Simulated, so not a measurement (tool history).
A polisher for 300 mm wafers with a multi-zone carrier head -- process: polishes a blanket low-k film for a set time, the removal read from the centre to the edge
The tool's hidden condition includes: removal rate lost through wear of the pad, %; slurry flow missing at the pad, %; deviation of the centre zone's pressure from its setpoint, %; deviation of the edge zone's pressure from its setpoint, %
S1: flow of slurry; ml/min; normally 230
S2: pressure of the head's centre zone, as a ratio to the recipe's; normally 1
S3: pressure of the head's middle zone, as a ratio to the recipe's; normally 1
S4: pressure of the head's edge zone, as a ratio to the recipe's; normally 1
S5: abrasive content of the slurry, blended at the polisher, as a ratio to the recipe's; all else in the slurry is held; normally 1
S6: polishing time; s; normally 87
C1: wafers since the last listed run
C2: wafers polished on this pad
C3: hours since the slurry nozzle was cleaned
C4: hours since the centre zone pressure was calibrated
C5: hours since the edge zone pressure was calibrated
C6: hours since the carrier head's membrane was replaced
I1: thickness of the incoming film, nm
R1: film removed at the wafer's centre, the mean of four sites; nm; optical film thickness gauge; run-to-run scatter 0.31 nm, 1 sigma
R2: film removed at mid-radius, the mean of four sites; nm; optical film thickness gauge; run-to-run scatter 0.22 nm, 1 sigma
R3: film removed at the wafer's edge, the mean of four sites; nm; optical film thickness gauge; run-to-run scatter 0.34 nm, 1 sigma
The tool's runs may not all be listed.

| run | hour | S1 | S2 | S3 | S4 | S5 | S6 | C1 | C2 | C3 | C4 | C5 | C6 | I1 | R1 | R2 | R3 |
|---|---|---|---|---|---|---|---|---|---|---|---|---|---|---|---|---|---|
| 1 | 0 | 230 | 1 | 1 | 0.96 | 1 | 87 | 0 | 682 | 274.8 | 164.1 | 807.3 | 1518.9 | 646.1 | 25.2 | 25.8 | 24.8 |
| 2 | 28.3 | 230 | 1 | 1 | 0.96 | 1 | 87 | 219 | 902 | 303.1 | 192.4 | 835.6 | 1547.2 | 636.5 | 25.5 | 25.6 | 25.7 |
| 3 | 62.7 | 230 | 1 | 1 | 1 | 1.15 | 87 | 266 | 1168 | 337.5 | 226.8 | 870 | 1581.6 | 634.4 | 26.7 | 27.6 | 27.1 |
|  | 96.1 | worn pad replaced by a new one |
| 4 | 97.5 | 230 | 1 | 1 | 1 | 1.15 | 87 | 238 | 10 | 372.3 | 261.6 | 904.8 | 1616.4 | 643.9 | 26.5 | 27.5 | 27.2 |
| 5 | 124.2 | 230 | 1 | 1 | 1 | 1.15 | 87 | 207 | 217 | 399 | 288.3 | 931.5 | 1643.1 | 642 | 27.1 | 27.3 | 27 |
|  | 140.3 | edge zone pressure recalibrated |
|  | 141.8 | carrier head's membrane replaced by a new one |
| 6 | 208.7 | 230 | 1 | 1 | 1 | 0.85 | 87 | 629 | 846 | 483.5 | 372.8 | 68.4 | 66.9 | 628.2 | 23.2 | 23.4 | 23 |
| 7 | 244.1 | 230 | 1 | 1 | 1 | 0.85 | 87 | 274 | 1121 | 518.9 | 408.2 | 103.8 | 102.3 | 633.7 | 22.5 | 23.1 | 24 |
|  | 264 | worn pad replaced by a new one |
| 8 | 268.6 | 230 | 0.92 | 1 | 1 | 1.1 | 87 | 159 | 35 | 543.4 | 432.7 | 128.3 | 126.8 | 631.9 | 24.3 | 26.4 | 25.7 |
| 9 | 283.7 | 200 | 1 | 1 | 1 | 1 | 105 | 117 | 152 | 558.5 | 447.8 | 143.4 | 141.9 | 649.4 | 29.8 | 29.8 | 30.4 |
| 10 | 300.4 | 230 | 0.96 | 1.12 | 1 | 1 | 115 | 129 | 282 | 575.2 | 464.5 | 160.1 | 158.6 | 631.6 | 32 | 36.3 | 33 |
| 11 | 317 | 230 | 1 | 1 | 1.09 | 1 | 87 | 128 | 410 | 591.8 | 481.1 | 176.7 | 175.2 | 634.3 | 23.8 | 25.2 | 25.8 |
| 12 | 331.6 | 230 | 1 | 1 | 1 | 1 | 70 | 113 | 524 | 606.4 | 495.7 | 191.3 | 189.8 | 646.1 | 19.7 | 20.1 | 19.6 |
|  | 380.8 | slurry nozzle cleaned |
| 13 | 385.4 | 230 | 1 | 1 | 1 | 1 | 87 | 409 | 933 | 4.6 | 549.5 | 245.1 | 243.6 | 650.6 | 25.9 | 26.1 | 25.5 |
| 14 | 412.3 | 230 | 1 | 1 | 1 | 1 | 73 | 208 | 1142 | 31.5 | 576.4 | 272 | 270.5 | 634.2 | 21.6 | 21.6 | 21.9 |
|  | 429.7 | worn pad replaced by a new one |
| 15 | 430.2 | 230 | 1 | 1 | 1 | 0.85 | 87 | 107 | 3 | 49.4 | 594.3 | 289.9 | 288.4 | 644.4 | 23.4 | 24 | 23.6 |
|  | 440.8 | centre zone pressure recalibrated |
| 16 | 453.1 | 190 | 1 | 0.97 | 1 | 1.3 | 111 | 162 | 166 | 72.3 | 12.3 | 312.8 | 311.3 | 640.9 | 36.3 | 35.8 | 37 |
| 17 | 483.7 | 195 | 1.04 | 1 | 1 | 1 | 87 | 237 | 403 | 102.9 | 42.9 | 343.4 | 341.9 | 650.2 | 26 | 25.5 | 26.2 |
|  | 584.3 | worn pad replaced by a new one |
| 18 | 584.8 | 230 | 1 | 1.08 | 1 | 1 | 87 | 753 | 3 | 204 | 144 | 444.5 | 443 | 641.5 | 25.8 | 27.4 | 26.2 |
| 19 | 597.6 | 230 | 1 | 1.11 | 1 | 1 | 87 | 99 | 102 | 216.8 | 156.8 | 457.3 | 455.8 | 647.8 | 25.5 | 28.5 | 25.5 |
| 20 | 620.4 | 230 | 1.03 | 1 | 1.1 | 1 | 87 | 176 | 279 | 239.6 | 179.6 | 480.1 | 478.6 | 639.7 | 26 | 25.9 | 27.2 |
| 21 | 636 | 230 | 1 | 0.95 | 1.12 | 1 | 87 | 121 | 400 | 255.2 | 195.2 | 495.7 | 494.2 | 646.9 | 25.8 | 24.8 | 26.1 |

What differs in the tool's unlogged condition from the final listed run ahead of each entry between runs to the first listed run following it?
In the gap between runs 3 and 4: worn pad replaced by a new one (hour 96.1)
  slurry flow missing at the pad, %: 17.6 -> 20.5
  measured minus no-state result, R1: -0.4 -> -0.5 nm; R2: -0.5 -> -0.5 nm; R3: -0.3 -> -0.3 nm
In the gap between runs 5 and 6: edge zone pressure recalibrated (hour 140.3); carrier head's membrane replaced by a new one (hour 141.8)
  slurry flow missing at the pad, %: 22.9 -> 31.7
  measured minus no-state result, R1: -0.6 -> -0.8 nm; R2: -0.6 -> -0.7 nm; R3: -0.4 -> -0.5 nm
In the gap between runs 7 and 8: worn pad replaced by a new one (hour 264)
  slurry flow missing at the pad, %: 35.9 -> 39
  measured minus no-state result, R1: -0.9 -> -1.1 nm; R2: -0.8 -> -1 nm; R3: -0.6 -> -0.7 nm
In the gap between runs 12 and 13: slurry nozzle cleaned (hour 380.8)
  slurry flow missing at the pad, %: 47.6 -> 0.292
  measured minus no-state result, R1: -1.1 -> +0 nm; R2: -1 -> +0 nm; R3: -0.7 -> +0 nm
In the gap between runs 14 and 15: worn pad replaced by a new one (hour 429.7)
  slurry flow missing at the pad, %: 0.406 -> 0.577
  measured minus no-state result, R1: +0 -> +0 nm; R2: -0.1 -> +0 nm; R3: +0 -> +0 nm
In the gap between runs 15 and 16: centre zone pressure recalibrated (hour 440.8)
  slurry flow missing at the pad, %: 0.577 -> 0.907
  measured minus no-state result, R1: +0 -> +0 nm; R2: +0 -> +0 nm; R3: +0 -> +0 nm
In the gap between runs 17 and 18: worn pad replaced by a new one (hour 584.3)
  slurry flow missing at the pad, %: 1.54 -> 5.21
  measured minus no-state result, R1: +0 -> -0.1 nm; R2: +0 -> -0.1 nm; R3: +0 -> -0.1 nm
